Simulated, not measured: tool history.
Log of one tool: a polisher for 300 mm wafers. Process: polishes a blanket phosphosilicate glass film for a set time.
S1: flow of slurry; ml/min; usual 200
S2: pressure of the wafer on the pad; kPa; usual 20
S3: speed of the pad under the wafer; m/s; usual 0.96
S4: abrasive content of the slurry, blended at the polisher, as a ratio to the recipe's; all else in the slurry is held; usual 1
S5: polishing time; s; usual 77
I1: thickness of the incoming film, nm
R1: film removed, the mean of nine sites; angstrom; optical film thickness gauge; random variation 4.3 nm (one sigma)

{"run": 1, "hour": 0.0, "S1": 200, "S2": 20, "S3": 0.96, "S4": 1, "S5": 77, "I1": 3423.6, "R1": 4860}
{"hour": 8.0, "done": "conditioning disc replaced and pad reconditioned"}
{"run": 2, "hour": 44.1, "S1": 200, "S2": 20, "S3": 0.96, "S4": 1, "S5": 77, "I1": 3397.4, "R1": 4737}
{"hour": 57.3, "done": "head pressure recalibrated"}
{"hour": 72.9, "done": "slurry blender recalibrated"}
{"run": 3, "hour": 90.3, "S1": 200, "S2": 20, "S3": 0.96, "S4": 1, "S5": 77, "I1": 3340.8, "R1": 4671}
{"run": 4, "hour": 130.5, "S1": 200, "S2": 20, "S3": 0.96, "S4": 1, "S5": 77, "I1": 3493.4, "R1": 4722}
{"run": 5, "hour": 192.8, "S1": 200, "S2": 20, "S3": 0.96, "S4": 1, "S5": 77, "I1": 3438, "R1": 4764}
{"hour": 211.1, "done": "worn pad replaced by a new one"}
{"run": 6, "hour": 222.9, "S1": 200, "S2": 20, "S3": 0.96, "S4": 1, "S5": 77, "I1": 3414.9, "R1": 4729}
{"run": 7, "hour": 275.9, "S1": 200, "S2": 20, "S3": 0.96, "S4": 1, "S5": 77, "I1": 3429.9, "R1": 4739}
{"hour": 285.8, "done": "slurry nozzle cleaned"}
{"run": 8, "hour": 313.9, "S1": 200, "S2": 20, "S3": 0.96, "S4": 1, "S5": 77, "I1": 3496.1, "R1": 4749}
{"run": 9, "hour": 349.8, "S1": 200, "S2": 20, "S3": 0.96, "S4": 1, "S5": 77, "I1": 3429.8, "R1": 4734}
{"run": 10, "hour": 382.3, "S1": 200, "S2": 20, "S3": 0.96, "S4": 1, "S5": 77, "I1": 3413, "R1": 4740}
{"run": 11, "hour": 425.0, "S1": 225, "S2": 20, "S3": 0.96, "S4": 1, "S5": 98, "I1": 3414.1, "R1": 6110}
{"hour": 430.0, "done": "conditioning disc replaced and pad reconditioned"}
{"hour": 450.2, "done": "slurry blender recalibrated"}
{"run": 12, "hour": 453.3, "S1": 200, "S2": 20, "S3": 0.96, "S4": 1, "S5": 77, "I1": 3463.6, "R1": 4778}
{"hour": 512.0, "done": "worn pad replaced by a new one"}
{"run": 13, "hour": 512.5, "S1": 200, "S2": 20, "S3": 0.82, "S4": 1, "S5": 69, "I1": 3439.5, "R1": 3736}
{"run": 14, "hour": 533.6, "S1": 200, "S2": 20, "S3": 0.96, "S4": 1, "S5": 77, "I1": 3438.7, "R1": 4798}
{"run": 15, "hour": 605.5, "S1": 200, "S2": 20, "S3": 0.96, "S4": 1, "S5": 101, "I1": 3407, "R1": 6268}
{"hour": 624.6, "done": "slurry nozzle cleaned"}
{"run": 16, "hour": 638.7, "S1": 200, "S2": 26.2, "S3": 1.2, "S4": 1.2, "S5": 64, "I1": 3399.7, "R1": 6649}
{"hour": 685.5, "done": "head pressure recalibrated"}
{"run": 17, "hour": 701.3, "S1": 160, "S2": 20, "S3": 0.82, "S4": 0.8, "S5": 96, "I1": 3419.4, "R1": 4599}
{"run": 18, "hour": 762.2, "S1": 200, "S2": 20, "S3": 0.96, "S4": 0.9, "S5": 77, "I1": 3398.4, "R1": 4518}
{"hour": 775.2, "done": "worn pad replaced by a new one"}
{"run": 19, "hour": 922.0, "S1": 140, "S2": 17.2, "S3": 1.24, "S4": 1, "S5": 98, "I1": 3420.9, "R1": 6124}
{"hour": 932.2, "done": "slurry nozzle cleaned"}
{"hour": 936.0, "done": "conditioning disc replaced and pad reconditioned"}
{"hour": 936.9, "done": "slurry blender recalibrated"}
{"run": 20, "hour": 986.2, "S1": 200, "S2": 20, "S3": 0.76, "S4": 1, "S5": 104, "I1": 3412.1, "R1": 5300}

Forecast run 21:
{"run": 21, "hour": 1010.6, "S1": 200, "S2": 15.2, "S3": 0.96, "S4": 1, "S5": 77, "I1": 3420.8, "R1": "?"}

{"run 21": {"R1": 3677}}
Without the tool's hidden state the same run would have given R1 3677 angstrom.

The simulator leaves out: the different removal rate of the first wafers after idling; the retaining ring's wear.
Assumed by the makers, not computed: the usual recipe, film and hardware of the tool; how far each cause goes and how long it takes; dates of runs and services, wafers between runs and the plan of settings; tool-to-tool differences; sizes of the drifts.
